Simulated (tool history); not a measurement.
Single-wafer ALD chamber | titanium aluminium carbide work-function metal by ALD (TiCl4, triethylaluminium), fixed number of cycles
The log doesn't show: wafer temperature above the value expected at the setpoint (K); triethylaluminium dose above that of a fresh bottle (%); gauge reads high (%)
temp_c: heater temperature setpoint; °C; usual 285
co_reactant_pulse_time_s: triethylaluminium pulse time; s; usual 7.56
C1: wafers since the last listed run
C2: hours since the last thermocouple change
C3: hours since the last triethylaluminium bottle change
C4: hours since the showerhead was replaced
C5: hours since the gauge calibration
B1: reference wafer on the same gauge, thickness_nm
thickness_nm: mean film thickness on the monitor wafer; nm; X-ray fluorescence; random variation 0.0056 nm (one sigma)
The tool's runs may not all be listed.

Run 1, hour 0.0: usual settings; C1 0; C2 2397.4; C3 1845.0; C4 8059.4; C5 245.2; B1 2.018. Result: thickness_nm 1.536 nm.
At hour 1.9: gauge calibrated.
Run 2, hour 17.5: usual settings; C1 192; C2 2414.9; C3 1862.5; C4 8076.9; C5 15.6; B1 2.021. Result: thickness_nm 1.542 nm.
Run 3, hour 27.3: usual settings but co_reactant_pulse_time_s 6.23 s; C1 107; C2 2424.7; C3 1872.3; C4 8086.7; C5 25.4; B1 2.020. Result: thickness_nm 1.454 nm.
Run 4, hour 34.9: usual settings but temp_c 290 °C, co_reactant_pulse_time_s 9.77 s; C1 83; C2 2432.3; C3 1879.9; C4 8094.3; C5 33.0; B1 2.018. Result: thickness_nm 1.665 nm.
Run 5, hour 51.0: usual settings but temp_c 290 °C, co_reactant_pulse_time_s 9.77 s; C1 177; C2 2448.4; C3 1896.0; C4 8110.4; C5 49.1; B1 2.024. Result: thickness_nm 1.659 nm.
Run 6, hour 60.3: usual settings but temp_c 290 °C, co_reactant_pulse_time_s 9.77 s; C1 102; C2 2457.7; C3 1905.3; C4 8119.7; C5 58.4; B1 2.021. Result: thickness_nm 1.665 nm.
Run 7, hour 77.1: usual settings; C1 185; C2 2474.5; C3 1922.1; C4 8136.5; C5 75.2; B1 2.018. Result: thickness_nm 1.526 nm.
Run 8, hour 85.3: usual settings; C1 90; C2 2482.7; C3 1930.3; C4 8144.7; C5 83.4; B1 2.018. Result: thickness_nm 1.532 nm.
Run 9, hour 96.2: usual settings; C1 120; C2 2493.6; C3 1941.2; C4 8155.6; C5 94.3; B1 2.024. Result: thickness_nm 1.526 nm.
Run 10, hour 113.8: usual settings; C1 193; C2 2511.2; C3 1958.8; C4 8173.2; C5 111.9; B1 2.022. Result: thickness_nm 1.521 nm.
At hour 122.0: triethylaluminium bottle replaced.
Run 11, hour 128.1: usual settings; C1 69; C2 2525.5; C3 6.1; C4 8187.5; C5 126.2; B1 2.020. Result: thickness_nm 1.691 nm.
At hour 165.7: thermocouple changed; heater temperature recalibrated.
Run 12, hour 167.9: usual settings; C1 350; C2 2.2; C3 45.9; C4 8227.3; C5 166.0; B1 2.018. Result: thickness_nm 1.677 nm.
Run 13, hour 182.0: usual settings but temp_c 299 °C, co_reactant_pulse_time_s 5.21 s; C1 155; C2 16.3; C3 60.0; C4 8241.4; C5 180.1; B1 2.020. Result: thickness_nm 1.672 nm.
Run 14, hour 195.1: usual settings but temp_c 298 °C, co_reactant_pulse_time_s 4.86 s; C1 144; C2 29.4; C3 73.1; C4 8254.5; C5 193.2; B1 2.017. Result: thickness_nm 1.622 nm.
Run 15, hour 208.1: usual settings; C1 143; C2 42.4; C3 86.1; C4 8267.5; C5 206.2; B1 2.021. Result: thickness_nm 1.677 nm.
Run 16, hour 217.3: usual settings but temp_c 277 °C, co_reactant_pulse_time_s 9.40 s; C1 101; C2 51.6; C3 95.3; C4 8276.7; C5 215.4; B1 2.023. Result: thickness_nm 1.681 nm.
Run 17, hour 233.0: usual settings but temp_c 276 °C, co_reactant_pulse_time_s 5.79 s; C1 172; C2 67.3; C3 111.0; C4 8292.4; C5 231.1; B1 2.019. Result: thickness_nm 1.537 nm.
Run 18, hour 245.0: usual settings; C1 132; C2 79.3; C3 123.0; C4 8304.4; C5 243.1; B1 2.019. Result: thickness_nm 1.685 nm.
At hour 250.2: gauge calibrated.
Run 19, hour 259.2: usual settings; C1 156; C2 93.5; C3 137.2; C4 8318.6; C5 9.0; B1 2.022. Result: thickness_nm 1.678 nm.
At hour 268.7: showerhead replaced.
Run 20, hour 269.2: usual settings; C1 22; C2 103.5; C3 147.2; C4 0.5; C5 19.0; B1 2.021. Result: thickness_nm 1.678 nm.
Run 21, hour 283.0: usual settings but temp_c 291 °C; C1 152; C2 117.3; C3 161.0; C4 14.3; C5 32.8; B1 2.022. Result: thickness_nm 1.727 nm.
Run 22, hour 294.5: usual settings; C1 126; C2 128.8; C3 172.5; C4 25.8; C5 44.3; B1 2.022. Result: thickness_nm 1.679 nm.
Run 23, hour 326.0: usual settings but temp_c 280 °C, co_reactant_pulse_time_s 6.75 s; C1 346; C2 160.3; C3 204.0; C4 57.3; C5 75.8; B1 2.022. Result: thickness_nm 1.598 nm.
Run 24, hour 338.9: usual settings but temp_c 297 °C, co_reactant_pulse_time_s 10.32 s; C1 142; C2 173.2; C3 216.9; C4 70.2; C5 88.7; B1 2.022. Result: thickness_nm 1.840 nm.
Run 25, hour 346.2: usual settings but temp_c 275 °C, co_reactant_pulse_time_s 9.53 s; C1 80; C2 180.5; C3 224.2; C4 77.5; C5 96.0; B1 2.022. Result: thickness_nm 1.672 nm.

Forecast each of these 4 alternatives for the next run:
Run A, hour 346.6: usual settings; C1 4; C2 180.9; C3 224.6; C4 77.9; C5 96.4; B1 ?. Result: thickness_nm ?.
Run B, hour 346.6: usual settings but temp_c 278 °C, co_reactant_pulse_time_s 8.82 s; C1 4; C2 180.9; C3 224.6; C4 77.9; C5 96.4; B1 ?. Result: thickness_nm ?.
Run C, hour 346.6: usual settings but temp_c 274 °C, co_reactant_pulse_time_s 8.86 s; C1 4; C2 180.9; C3 224.6; C4 77.9; C5 96.4; B1 ?. Result: thickness_nm ?.
Run D, hour 346.6: usual settings but temp_c 271 °C, co_reactant_pulse_time_s 9.78 s; C1 4; C2 180.9; C3 224.6; C4 77.9; C5 96.4; B1 ?. Result: thickness_nm ?.

run     B1  thickness_nm
  A  2.020         1.676
  B  2.020         1.666
  C  2.020         1.638
  D  2.020         1.638
Without the tool's hidden state the same runs would have given:
run  thickness_nm
  A         1.704
  B         1.689
  C         1.659
  D         1.656
